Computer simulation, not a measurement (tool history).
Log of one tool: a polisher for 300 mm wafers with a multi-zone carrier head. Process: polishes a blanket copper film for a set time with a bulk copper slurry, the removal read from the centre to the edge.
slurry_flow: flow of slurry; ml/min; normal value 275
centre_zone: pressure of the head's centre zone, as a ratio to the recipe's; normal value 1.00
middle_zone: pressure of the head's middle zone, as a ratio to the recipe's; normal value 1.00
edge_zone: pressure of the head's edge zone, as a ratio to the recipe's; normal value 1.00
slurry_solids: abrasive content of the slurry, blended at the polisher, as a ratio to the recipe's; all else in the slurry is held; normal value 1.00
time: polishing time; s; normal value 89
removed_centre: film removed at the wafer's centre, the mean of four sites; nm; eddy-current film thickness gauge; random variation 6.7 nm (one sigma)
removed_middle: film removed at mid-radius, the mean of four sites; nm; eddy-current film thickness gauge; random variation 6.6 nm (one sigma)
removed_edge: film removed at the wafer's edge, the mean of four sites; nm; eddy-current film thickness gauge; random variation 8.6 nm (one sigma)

run,hour,slurry_flow,centre_zone,middle_zone,edge_zone,slurry_solids,time,"incoming thickness of the incoming film, nm",removed_centre,removed_middle,removed_edge
1,0.0,275,1.00,1.00,1.00,1.00,89,4758.7,591.8,620.9,594.4
# hour 152.1: worn pad replaced by a new one
2,159.7,275,1.00,1.00,1.00,1.00,89,4693.7,595.0,618.5,596.7
# hour 178.7: centre zone pressure recalibrated
3,197.4,275,1.00,1.00,1.00,1.00,89,4742.1,550.9,624.0,594.5
4,224.2,275,1.00,1.00,1.00,1.00,89,4680.5,542.6,599.3,585.0
5,287.6,275,1.04,1.00,1.00,1.00,89,4728.1,555.3,616.0,599.3
6,321.6,275,1.04,1.00,1.00,1.00,89,4733.0,548.6,613.6,601.7
7,353.3,275,1.12,1.08,1.00,1.25,89,4773.2,649.0,700.2,658.7
8,413.0,275,1.00,1.00,1.00,1.00,89,4712.3,524.0,601.0,597.8
9,453.2,275,1.00,0.89,0.92,1.00,89,4774.3,522.5,553.3,588.5
# hour 484.2: slurry nozzle cleaned
# hour 488.7: worn pad replaced by a new one
10,494.0,275,1.00,1.00,1.00,1.00,89,4656.8,522.1,607.9,605.5
11,522.3,275,1.00,1.00,1.06,1.00,89,4728.5,527.7,609.6,611.0
12,547.5,330,1.11,1.00,0.97,1.00,105,4740.9,697.4,740.2,709.5
# hour 564.7: centre zone pressure recalibrated, repeated, since the last time left the tool worse
# hour 594.1: edge zone pressure recalibrated
13,598.5,275,1.00,1.00,1.00,1.00,89,4725.9,607.8,620.5,614.0
# hour 647.8: carrier head's membrane replaced by a new one
14,658.0,235,0.97,1.00,1.00,1.00,62,4625.6,401.6,418.7,416.3
15,709.9,275,1.00,1.00,1.00,1.00,89,4679.5,595.7,627.4,597.9
# hour 841.9: worn pad replaced by a new one
16,867.6,225,1.00,1.00,1.00,1.20,89,4686.1,616.3,630.4,630.7
# hour 992.5: centre zone pressure recalibrated
17,1010.6,320,1.08,1.00,1.00,1.10,113,4774.1,868.9,804.6,803.9
# hour 1029.7: slurry nozzle cleaned
18,1081.1,275,1.00,1.00,1.00,1.00,89,4691.0,605.9,617.4,609.8
19,1119.0,275,1.06,1.00,0.94,1.00,89,4661.6,630.8,626.6,576.2
# hour 1175.3: worn pad replaced by a new one
20,1331.2,330,1.00,1.00,1.00,1.00,89,4665.9,597.9,623.8,614.1

Measured minus without-hidden-state, run by run (identical run-to-run variation in each term; gauge scatter may differ):
Hidden state present: removal rate lost through wear of the pad, %; slurry flow missing at the pad, %; deviation of the centre zone's pressure from its setpoint, %; deviation of the edge zone's pressure from its setpoint, %.
run,removed_centre
1,-28.0
2,-35.3
3,-66.6
4,-71.1
5,-82.5
6,-85.1
7,-103.1
8,-87.5
9,-88.8
10,-89.8
11,-91.3
12,-120.2
13,-5.4
14,-9.6
15,-19.3
16,-27.4
17,-1.5
18,-12.5
19,-17.2
20,-26.0
removed_middle: at most 0.6 nm away from the measurement, every run.
removed_edge: at most 0.1 nm away from the measurement, every run.
